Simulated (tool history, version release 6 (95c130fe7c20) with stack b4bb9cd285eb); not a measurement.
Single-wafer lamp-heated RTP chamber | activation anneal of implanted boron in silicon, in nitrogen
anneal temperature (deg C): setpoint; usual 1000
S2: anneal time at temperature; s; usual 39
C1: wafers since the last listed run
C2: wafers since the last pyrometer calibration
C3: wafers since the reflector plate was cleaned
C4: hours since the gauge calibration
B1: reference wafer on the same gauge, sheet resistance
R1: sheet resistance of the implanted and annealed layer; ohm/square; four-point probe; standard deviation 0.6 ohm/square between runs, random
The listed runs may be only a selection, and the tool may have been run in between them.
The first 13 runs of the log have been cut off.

Run 14, hour 371.2: usual settings; C1 217; C2 3276; C3 6120; C4 129.2; B1 479.9. Result: R1 398.1 ohm/square.
Run 15, hour 400.9: usual settings; C1 321; C2 3598; C3 6442; C4 158.9; B1 480.02. Result: R1 398.38 ohm/square.
Run 16, hour 431.1: usual settings but anneal temperature (deg C) 1029, S2 54 s; C1 327; C2 3925; C3 6769; C4 189.1; B1 480.13. Result: R1 395.15 ohm/square.
Run 17, hour 460: usual settings but anneal temperature (deg C) 1028; C1 313; C2 4238; C3 7082; C4 218; B1 479.95. Result: R1 396.83 ohm/square.
Run 18, hour 493: usual settings but S2 49 s; C1 357; C2 4595; C3 7440; C4 251; B1 480.14. Result: R1 397.63 ohm/square.
At hour 511.3: pyrometer window cleaned and pyrometer calibrated.
Run 19, hour 511.8: usual settings but S2 48 s; C1 116; C2 4; C3 7557; C4 269.8; B1 479.97. Result: R1 399.62 ohm/square.
Run 20, hour 541.9: usual settings but anneal temperature (deg C) 1015, S2 19 s; C1 326; C2 331; C3 7883; C4 299.9; B1 479.9. Result: R1 399.87 ohm/square.
Run 21, hour 566.7: usual settings but anneal temperature (deg C) 1012, S2 22 s; C1 268; C2 599; C3 8152; C4 324.7; B1 479.84. Result: R1 399.14 ohm/square.
Run 22, hour 594.4: usual settings but S2 19 s; C1 300; C2 899; C3 8452; C4 352.4; B1 480.04. Result: R1 402.08 ohm/square.
Run 23, hour 620.5: usual settings but anneal temperature (deg C) 1014, S2 29 s; C1 282; C2 1182; C3 8734; C4 378.5; B1 479.96. Result: R1 398.72 ohm/square.
Run 24, hour 653.3: usual settings; C1 355; C2 1537; C3 9090; C4 411.3; B1 479.91. Result: R1 398.92 ohm/square.
At hour 672.3: reflector plate cleaned.
Run 25, hour 683.8: usual settings but anneal temperature (deg C) 1016, S2 24 s; C1 243; C2 1781; C3 124; C4 441.8; B1 479.93. Result: R1 398.85 ohm/square.
Run 26, hour 711.7: usual settings but S2 47 s; C1 302; C2 2083; C3 426; C4 469.7; B1 480.04. Result: R1 399.66 ohm/square.
Run 27, hour 733.7: usual settings but anneal temperature (deg C) 972, S2 31 s; C1 238; C2 2322; C3 665; C4 491.7; B1 480.08. Result: R1 409.73 ohm/square.
Run 28, hour 763: usual settings but anneal temperature (deg C) 990, S2 53 s; C1 317; C2 2639; C3 982; C4 521; B1 480.2. Result: R1 398.82 ohm/square.
Run 29, hour 793: usual settings; C1 324; C2 2964; C3 1307; C4 551; B1 479.85. Result: R1 397.94 ohm/square.
Run 30, hour 820.7: usual settings but anneal temperature (deg C) 1012, S2 18 s; C1 300; C2 3264; C3 1607; C4 578.7; B1 479.9. Result: R1 398.53 ohm/square.
Run 31, hour 851.4: usual settings; C1 332; C2 3597; C3 1940; C4 609.4; B1 480.1. Result: R1 399.8 ohm/square.
Run 32, hour 884.5: usual settings; C1 358; C2 3955; C3 2298; C4 642.5; B1 479.84. Result: R1 398.15 ohm/square.
Run 33, hour 898.3: usual settings; C1 149; C2 4105; C3 2448; C4 656.3; B1 479.94. Result: R1 397.73 ohm/square.
Run 34, hour 921.7: usual settings but anneal temperature (deg C) 1008, S2 56 s; C1 253; C2 4358; C3 2701; C4 679.7; B1 480.08. Result: R1 396.2 ohm/square.
Run 35, hour 954.8: usual settings but anneal temperature (deg C) 1018, S2 19 s; C1 358; C2 4717; C3 3060; C4 712.8; B1 480.07. Result: R1 399.45 ohm/square.
Run 36, hour 983.1: usual settings but S2 49 s; C1 306; C2 5024; C3 3367; C4 741.1; B1 479.82. Result: R1 397.92 ohm/square.

5 ways to go on from here, each from the tool as it stands after run 36. What would each give?
Run A, hour 983.5: usual settings but S2 33 s; C1 4; C2 5028; C3 3371; C4 741.5; B1 ?. Result: R1 ?.
Run B, hour 983.5: usual settings but anneal temperature (deg C) 983; C1 4; C2 5028; C3 3371; C4 741.5; B1 ?. Result: R1 ?.
Run C, hour 983.5: usual settings but anneal temperature (deg C) 989, S2 48 s; C1 4; C2 5028; C3 3371; C4 741.5; B1 ?. Result: R1 ?.
Run D, hour 983.5: usual settings but anneal temperature (deg C) 1028, S2 51 s; C1 4; C2 5028; C3 3371; C4 741.5; B1 ?. Result: R1 ?.
Run E, hour 983.5: usual settings but anneal temperature (deg C) 975, S2 17 s; C1 4; C2 5028; C3 3371; C4 741.5; B1 ?. Result: R1 ?.

run      B1      R1
  A  480.16  399.15
  B  480.16  402.44
  C  480.16  399.94
  D  480.16  395.64
  E  480.16  410.94
With no hidden state in the tool, these same runs would have given:
run      R1
  A   401.9
  B  408.84
  C  404.37
  D  396.44
  E   424.5
